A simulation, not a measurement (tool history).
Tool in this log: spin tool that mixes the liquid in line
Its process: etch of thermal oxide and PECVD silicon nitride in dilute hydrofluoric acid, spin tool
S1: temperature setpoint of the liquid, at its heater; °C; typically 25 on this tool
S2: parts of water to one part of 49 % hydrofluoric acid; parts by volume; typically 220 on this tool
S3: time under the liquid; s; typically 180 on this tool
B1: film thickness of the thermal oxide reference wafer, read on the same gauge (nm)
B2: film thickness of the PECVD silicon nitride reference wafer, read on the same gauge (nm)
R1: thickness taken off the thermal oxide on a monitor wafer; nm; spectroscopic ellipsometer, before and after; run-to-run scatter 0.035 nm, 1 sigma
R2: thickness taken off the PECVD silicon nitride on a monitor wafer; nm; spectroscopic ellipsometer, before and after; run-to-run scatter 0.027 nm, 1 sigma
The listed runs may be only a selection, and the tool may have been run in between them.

run     day    S1   S2   S3       B1      B2     R1     R2
  1       0    25  220  180  139.517  74.402  2.782  2.976
  2   1.688    25  220  180  139.502  74.368  2.818   2.99
  3     4.2    25  220  180  139.371  74.342  2.822   3.04
  4   5.367    25  220  180  139.408  74.341  2.821  2.935
  5   7.142    25  220  180  139.314  74.299  2.774  2.973
  6   9.921    25  220  180  139.245  74.292  2.801  2.947
     10.754  -- thermometer replaced
  7  11.333  23.5  220  180  139.246  74.266  2.663  2.719
  8  13.221  29.5  220  120  139.222  74.287  2.196  2.608
  9  15.046    25  140  180  139.202  74.267  4.872  4.612
 10  16.054    25  220  180  139.266  74.229  2.801  2.968
 11  17.408  22.5  220  180  139.183  74.227  2.557  2.534
 12  19.358    25  220  180  139.185  74.217  2.758  2.998
 13    20.9    25  220  180  139.128  74.193  2.756  2.943
     21.075  -- gauge calibrated
 14  22.721    25  285  180    151.1  80.597  2.166  2.509
 15  25.621  28.5  180  250   150.22  80.111  6.113   6.74
 16  27.867    25  220  180  149.578  79.781  3.027  3.196
 17  29.104  27.5  150  180  149.263  79.612  5.349  5.473
     34.767  -- hydrofluoric acid flow meter replaced
 18  35.688    25  220  130  147.727  78.839  2.089  2.301
 19  38.612  29.5  220  115  147.222  78.482  2.202  2.677
 20  41.321    25  220  115  146.761  78.252  1.907  2.035
 21  43.829    25  220  180  146.359  78.023  2.957  3.111
 22  46.154    25  220   80  146.019  77.893  1.306   1.39
 23      49    25  265  180  145.671  77.679  2.288  2.581
 24   51.65    25  220  235  145.381   77.52  3.882  4.085
 25  52.738    25  220  180  145.218  77.458  2.938  3.158
 26  54.067    25  220  180  145.069  77.373  2.878  3.088

Below, some changes in R1 between adjacent runs. For each, the amount present without the hidden state too (settings, incoming material, random variation) and the amount remaining for the hidden state with gauge scatter not shared by both compared results:
Hidden state present: liquid colder than its thermometer reads (K); hydrofluoric acid flow above the setpoint (%); gauge reads high (%).
Run 8 -> 9: S1 29.5 -> 25, S2 220 -> 140, S3 120 -> 180. R1 +2.676 nm: hidden state -0.209, all else +2.885.
Run 13 -> 14: S2 220 -> 285, gauge calibrated. R1 -0.59 nm: hidden state +0.23, all else -0.82.
Run 14 -> 15: S1 25 -> 28.5, S2 285 -> 180, S3 180 -> 250. R1 +3.947 nm: hidden state -0.007, all else +3.954.
Run 17 -> 18: S1 27.5 -> 25, S2 150 -> 220, S3 180 -> 130, hydrofluoric acid flow meter replaced. R1 -3.26 nm: hidden state -0.006, all else -3.254.
